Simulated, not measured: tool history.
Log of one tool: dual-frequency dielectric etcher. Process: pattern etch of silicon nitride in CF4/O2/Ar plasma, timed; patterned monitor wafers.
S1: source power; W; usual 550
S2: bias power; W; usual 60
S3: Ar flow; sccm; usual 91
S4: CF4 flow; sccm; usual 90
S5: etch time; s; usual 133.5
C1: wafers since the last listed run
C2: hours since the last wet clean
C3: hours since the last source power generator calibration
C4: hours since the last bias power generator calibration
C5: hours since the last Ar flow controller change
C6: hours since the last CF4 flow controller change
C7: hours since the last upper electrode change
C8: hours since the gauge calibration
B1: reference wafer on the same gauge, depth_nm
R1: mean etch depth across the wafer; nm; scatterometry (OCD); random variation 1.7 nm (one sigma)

{"run": 1, "hour": 0.0, "S1": 500, "S2": 60, "S3": 91, "S4": 90, "S5": 133.5, "C1": 0, "C2": 199.3, "C3": 2852.3, "C4": 5038, "C5": 5197.3, "C6": 76.7, "C7": 99, "C8": 627.5, "B1": 349.2, "R1": 262.2}
{"hour": 24.4, "done": "gauge calibrated"}
{"run": 2, "hour": 31.1, "S1": 470, "S2": 60, "S3": 91, "S4": 68, "S5": 133.5, "C1": 161, "C2": 230.4, "C3": 2883.4, "C4": 5069.1, "C5": 5228.4, "C6": 107.8, "C7": 130.1, "C8": 6.7, "B1": 349.7, "R1": 230.3}
{"run": 3, "hour": 62.8, "S1": 430, "S2": 60, "S3": 70, "S4": 111, "S5": 133.5, "C1": 164, "C2": 262.1, "C3": 2915.1, "C4": 5100.8, "C5": 5260.1, "C6": 139.5, "C7": 161.8, "C8": 38.4, "B1": 348.4, "R1": 224.2}
{"run": 4, "hour": 81.0, "S1": 550, "S2": 60, "S3": 78, "S4": 90, "S5": 133.5, "C1": 94, "C2": 280.3, "C3": 2933.3, "C4": 5119, "C5": 5278.3, "C6": 157.7, "C7": 180, "C8": 56.6, "B1": 348.9, "R1": 301.5}
{"hour": 105.9, "done": "Ar flow controller replaced"}
{"run": 5, "hour": 116.0, "S1": 550, "S2": 60, "S3": 91, "S4": 71, "S5": 133.5, "C1": 150, "C2": 315.3, "C3": 2968.3, "C4": 5154, "C5": 10.1, "C6": 192.7, "C7": 215, "C8": 91.6, "B1": 348.9, "R1": 282.6}
{"run": 6, "hour": 131.7, "S1": 460, "S2": 60, "S3": 91, "S4": 90, "S5": 133.5, "C1": 81, "C2": 331, "C3": 2984, "C4": 5169.7, "C5": 25.8, "C6": 208.4, "C7": 230.7, "C8": 107.3, "B1": 348.7, "R1": 226.2}
{"hour": 142.4, "done": "source power generator calibrated"}
{"run": 7, "hour": 165.8, "S1": 550, "S2": 66, "S3": 91, "S4": 103, "S5": 133.5, "C1": 156, "C2": 365.1, "C3": 23.4, "C4": 5203.8, "C5": 59.9, "C6": 242.5, "C7": 264.8, "C8": 141.4, "B1": 349.1, "R1": 318.5}
{"hour": 192.8, "done": "bias power generator calibrated"}
{"run": 8, "hour": 199.2, "S1": 550, "S2": 60, "S3": 91, "S4": 69, "S5": 133.5, "C1": 152, "C2": 398.5, "C3": 56.8, "C4": 6.4, "C5": 93.3, "C6": 275.9, "C7": 298.2, "C8": 174.8, "B1": 349.4, "R1": 282.1}
{"hour": 228.8, "done": "wet clean of the chamber"}
{"run": 9, "hour": 229.3, "S1": 430, "S2": 66, "S3": 79, "S4": 90, "S5": 133.5, "C1": 31, "C2": 0.5, "C3": 86.9, "C4": 36.5, "C5": 123.4, "C6": 306, "C7": 328.3, "C8": 204.9, "B1": 349, "R1": 238}
{"run": 10, "hour": 239.4, "S1": 650, "S2": 55, "S3": 79, "S4": 76, "S5": 133.5, "C1": 52, "C2": 10.6, "C3": 97, "C4": 46.6, "C5": 133.5, "C6": 316.1, "C7": 338.4, "C8": 215, "B1": 350, "R1": 350.2}
{"run": 11, "hour": 258.5, "S1": 550, "S2": 60, "S3": 91, "S4": 90, "S5": 133.5, "C1": 99, "C2": 29.7, "C3": 116.1, "C4": 65.7, "C5": 152.6, "C6": 335.2, "C7": 357.5, "C8": 234.1, "B1": 348.8, "R1": 304.1}
{"run": 12, "hour": 286.6, "S1": 470, "S2": 60, "S3": 91, "S4": 68, "S5": 133.5, "C1": 146, "C2": 57.8, "C3": 144.2, "C4": 93.8, "C5": 180.7, "C6": 363.3, "C7": 385.6, "C8": 262.2, "B1": 348.4, "R1": 236.1}
{"run": 13, "hour": 309.3, "S1": 550, "S2": 60, "S3": 91, "S4": 90, "S5": 167, "C1": 118, "C2": 80.5, "C3": 166.9, "C4": 116.5, "C5": 203.4, "C6": 386, "C7": 408.3, "C8": 284.9, "B1": 349.1, "R1": 379.2}
{"run": 14, "hour": 380.6, "S1": 440, "S2": 60, "S3": 109, "S4": 83, "S5": 170, "C1": 370, "C2": 151.8, "C3": 238.2, "C4": 187.8, "C5": 274.7, "C6": 457.3, "C7": 479.6, "C8": 356.2, "B1": 349.9, "R1": 268.5}
{"run": 15, "hour": 399.4, "S1": 550, "S2": 60, "S3": 91, "S4": 90, "S5": 133.5, "C1": 97, "C2": 170.6, "C3": 257, "C4": 206.6, "C5": 293.5, "C6": 476.1, "C7": 498.4, "C8": 375, "B1": 349, "R1": 299}
{"run": 16, "hour": 419.8, "S1": 550, "S2": 48, "S3": 91, "S4": 90, "S5": 133.5, "C1": 106, "C2": 191, "C3": 277.4, "C4": 227, "C5": 313.9, "C6": 496.5, "C7": 518.8, "C8": 395.4, "B1": 348.4, "R1": 245.5}
{"run": 17, "hour": 445.1, "S1": 550, "S2": 65, "S3": 91, "S4": 96, "S5": 105.5, "C1": 131, "C2": 216.3, "C3": 302.7, "C4": 252.3, "C5": 339.2, "C6": 521.8, "C7": 544.1, "C8": 420.7, "B1": 348.9, "R1": 252.6}
{"run": 18, "hour": 464.1, "S1": 550, "S2": 73, "S3": 113, "S4": 79, "S5": 133.5, "C1": 98, "C2": 235.3, "C3": 321.7, "C4": 271.3, "C5": 358.2, "C6": 540.8, "C7": 563.1, "C8": 439.7, "B1": 348.7, "R1": 328.4}
{"run": 19, "hour": 487.4, "S1": 620, "S2": 71, "S3": 76, "S4": 111, "S5": 133.5, "C1": 121, "C2": 258.6, "C3": 345, "C4": 294.6, "C5": 381.5, "C6": 564.1, "C7": 586.4, "C8": 463, "B1": 349.3, "R1": 408.4}
{"run": 20, "hour": 523.0, "S1": 550, "S2": 60, "S3": 91, "S4": 90, "S5": 117, "C1": 185, "C2": 294.2, "C3": 380.6, "C4": 330.2, "C5": 417.1, "C6": 599.7, "C7": 622, "C8": 498.6, "B1": 348.9, "R1": 258}

The same runs without the tool's hidden state, with the same run-to-run variation:
The hidden state here: etch rate over this chamber's usual, %; source power that arrives over what is set, %; bias power that arrives over what is set, %; Ar flow that arrives over what is set, %; CF4 flow that arrives over what is set, %; gauge reads high (%).
run=1 R1=267.4
run=2 R1=235.7
run=3 R1=230.4
run=4 R1=310.5
run=5 R1=292.3
run=6 R1=234.4
run=7 R1=331.4
run=8 R1=294.8
run=9 R1=236.5
run=10 R1=348.4
run=11 R1=303.2
run=12 R1=236.2
run=13 R1=380.5
run=14 R1=271.7
run=15 R1=303.3
run=16 R1=249.6
run=17 R1=257.6
run=18 R1=335.8
run=19 R1=418.7
run=20 R1=265.7
